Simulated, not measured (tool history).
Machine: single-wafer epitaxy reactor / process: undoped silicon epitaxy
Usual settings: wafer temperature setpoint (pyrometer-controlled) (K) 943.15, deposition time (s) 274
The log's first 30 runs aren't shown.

run	hour	wafer temperature setpoint (pyrometer-controlled) (K)	deposition time (s)	read-back reference wafer on the same gauge, thickness_nm	mean film thickness on the monitor wafer (nm)
31	2173.5	943.15	274	87.999	80.055
32	2270.6	943.15	274	88.06	79.949
33	2340.2	932.15	274	87.931	63.67
34	2409.5	929.15	320	87.956	69.705
# hour 2425.2: pyrometer calibrated
35	2488.9	931.15	250	87.809	55.77
36	2575	952.15	274	87.914	95.485
37	2666.1	943.15	245	87.961	70.135
38	2737	956.15	274	88.055	104.645
39	2833	953.15	221	88.056	78.359
40	2927.6	943.15	274	87.952	79.089
41	2978.7	943.15	274	87.974	79.29
42	3031.2	932.15	291	88.042	66.323
43	3086.8	954.15	274	87.983	100.427
44	3164.3	951.15	223	88.118	77.252
45	3238.9	943.15	304	87.895	87.953

3 options for the next run, each taken on its own from the tool as it stands now. Forecast them:
A	3239.4	943.15	274	?	?
B	3239.4	947.15	228	?	?
C	3239.4	950.15	274	?	?

run	read-back reference wafer on the same gauge, thickness_nm	mean film thickness on the monitor wafer (nm)
A	88.007	79.575
B	88.007	72.121
C	88.007	92.361
Stripped of hidden state, with their random variation kept, the same runs would have yielded:
run	mean film thickness on the monitor wafer (nm)
A	78.026
B	70.729
C	90.59
